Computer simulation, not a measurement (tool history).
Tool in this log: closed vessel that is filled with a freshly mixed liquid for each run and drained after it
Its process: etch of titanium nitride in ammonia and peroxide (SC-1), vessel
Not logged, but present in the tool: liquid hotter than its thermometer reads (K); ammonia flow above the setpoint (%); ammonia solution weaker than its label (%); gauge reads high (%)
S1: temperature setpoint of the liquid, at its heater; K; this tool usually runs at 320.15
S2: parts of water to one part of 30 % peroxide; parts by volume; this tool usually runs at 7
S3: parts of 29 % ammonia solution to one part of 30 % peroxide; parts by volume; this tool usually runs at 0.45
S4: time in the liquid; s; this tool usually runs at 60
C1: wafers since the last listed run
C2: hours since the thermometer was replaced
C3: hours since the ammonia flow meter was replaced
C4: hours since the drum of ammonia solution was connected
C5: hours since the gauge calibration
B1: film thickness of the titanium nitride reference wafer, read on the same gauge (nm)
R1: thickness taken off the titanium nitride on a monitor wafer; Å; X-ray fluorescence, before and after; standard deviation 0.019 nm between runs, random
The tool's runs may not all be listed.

run   hour      S1  S2    S3  S4    C1      C2     C3      C4     C5      B1     R1
  1      0  320.15   7  0.45  60     0  2803.9  618.3   981.4   96.1  70.027  45.79
  2   14.4  320.15   7  0.45  60  1918  2818.3  632.7   995.8  110.5  69.997  45.79
  3   27.7  320.15   7  0.45  60  1772  2831.6    646  1009.1  123.8   69.99  45.98
  4   37.2  320.15   7  0.45  70  1265  2841.1  655.5  1018.6  133.3  70.005  53.33
  5   47.9  320.15   7  0.45  70  1425  2851.8  666.2  1029.3    144  69.972  53.57
  6   62.9  320.15   7  0.45  70  1998  2866.8  681.2  1044.3    159  69.949  53.28
  7   71.9  320.15   7  0.45  80  1199  2875.8  690.2  1053.3    168  70.044  60.63
      81.2  -- ammonia flow meter replaced
  8   82.4  320.15   7  0.45  80  1265  2886.3    1.2  1063.8  178.5  69.979  61.31
      97.5  -- new drum of ammonia solution connected
  9   98.9  320.15   7  0.45  85  2065  2902.8   17.7     1.4    195  69.963  64.77
     104.9  -- gauge calibrated
 10    109  320.15  10  0.55  60  1345  2912.9   27.8    11.5    4.1  70.016  39.83
     111.1  -- thermometer replaced
 11  126.8  311.15   7  0.45  60  2238    15.7   45.6    29.3   21.9  69.975  23.73
 12  136.5  320.15   7  0.45  60  1292    25.4   55.3      39   31.6  70.048  45.82
 13  147.6  320.15   7  0.65  60  1479    36.5   66.4    50.1   42.7  70.044  48.62
 14  156.6  324.15   5   0.3  60  1199    45.5   75.4    59.1   51.7  70.021  66.46
 15  166.1  325.65   9  0.45  60  1265      55   84.9    68.6   61.2  69.999  59.14
 16  174.5  317.15   7  0.45  35  1119    63.4   93.3      77   69.6   70.06  21.61

List, for all runs, the conditions of the tool that the log does not record:
liquid hotter than its thermometer reads (K): 0 across all the runs
ammonia flow above the setpoint (%): 0 across all the runs
ammonia solution weaker than its label (%): 0 across all the runs
gauge reads high (%): 0 across all the runs
